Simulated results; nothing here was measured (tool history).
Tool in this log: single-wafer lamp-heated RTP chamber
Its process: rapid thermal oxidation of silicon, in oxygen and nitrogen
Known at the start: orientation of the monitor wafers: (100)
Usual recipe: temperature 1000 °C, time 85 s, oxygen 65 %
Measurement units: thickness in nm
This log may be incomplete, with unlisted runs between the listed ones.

| run | hour | temperature | time | oxygen | read-back reference wafer on the same gauge, thickness | thickness |
|---|---|---|---|---|---|---|
| 1 | 0 | 1010 | 85 | 65 | 6.693 | 6.581 |
| 2 | 7.7 | 1000 | 108 | 65 | 6.691 | 6.834 |
| 3 | 14.3 | 1000 | 108 | 65 | 6.688 | 6.849 |
| 4 | 29 | 1000 | 108 | 65 | 6.691 | 6.857 |
| 5 | 36.9 | 1000 | 85 | 65 | 6.693 | 6.175 |
| 6 | 44 | 991 | 85 | 65 | 6.693 | 5.792 |
| 7 | 53.1 | 991 | 85 | 65 | 6.693 | 5.791 |
| 8 | 63.6 | 1000 | 85 | 65 | 6.69 | 6.181 |
| 9 | 77.1 | 1000 | 85 | 51 | 6.691 | 5.676 |
| 10 | 94.5 | 1000 | 56 | 65 | 6.688 | 5.156 |
| 11 | 106.1 | 1000 | 56 | 65 | 6.689 | 5.172 |
|  | 120.2 | oxygen flow controller replaced |
| 12 | 120.7 | 971 | 126 | 65 | 6.691 | 5.983 |
| 13 | 129.3 | 1017 | 63 | 65 | 6.691 | 6.17 |
|  | 142.9 | pyrometer window cleaned and pyrometer calibrated |
| 14 | 146.6 | 1000 | 85 | 51 | 6.69 | 5.574 |
| 15 | 161.9 | 987 | 47 | 65 | 6.689 | 4.295 |
| 16 | 170.3 | 983 | 53 | 65 | 6.69 | 4.375 |
|  | 180.8 | gauge calibrated |
| 17 | 181.9 | 1000 | 85 | 65 | 6.694 | 6.048 |
| 18 | 188.2 | 977 | 55 | 44 | 6.69 | 3.798 |
| 19 | 206.2 | 1017 | 107 | 65 | 6.69 | 7.583 |
| 20 | 219.8 | 1000 | 85 | 65 | 6.688 | 6.06 |
| 21 | 231.4 | 980 | 123 | 74 | 6.688 | 6.45 |
| 22 | 247.2 | 985 | 55 | 65 | 6.694 | 4.518 |

Here are 5 independent what-if runs from the current tool condition. What would each one return?
| A | 247.7 | 1000 | 85 | 45 | ? | ? |
| B | 247.7 | 989 | 43 | 65 | ? | ? |
| C | 247.7 | 987 | 64 | 86 | ? | ? |
| D | 247.7 | 1029 | 85 | 65 | ? | ? |
| E | 247.7 | 1016 | 85 | 38 | ? | ? |

| run | read-back reference wafer on the same gauge, thickness | thickness |
|---|---|---|
| A | 6.688 | 5.343 |
| B | 6.688 | 4.199 |
| C | 6.688 | 5.362 |
| D | 6.688 | 7.462 |
| E | 6.688 | 5.645 |
Stripped of hidden state, with their random variation kept, the same runs would have yielded:
| run | thickness |
|---|---|
| A | 5.329 |
| B | 4.189 |
| C | 5.347 |
| D | 7.443 |
| E | 5.63 |
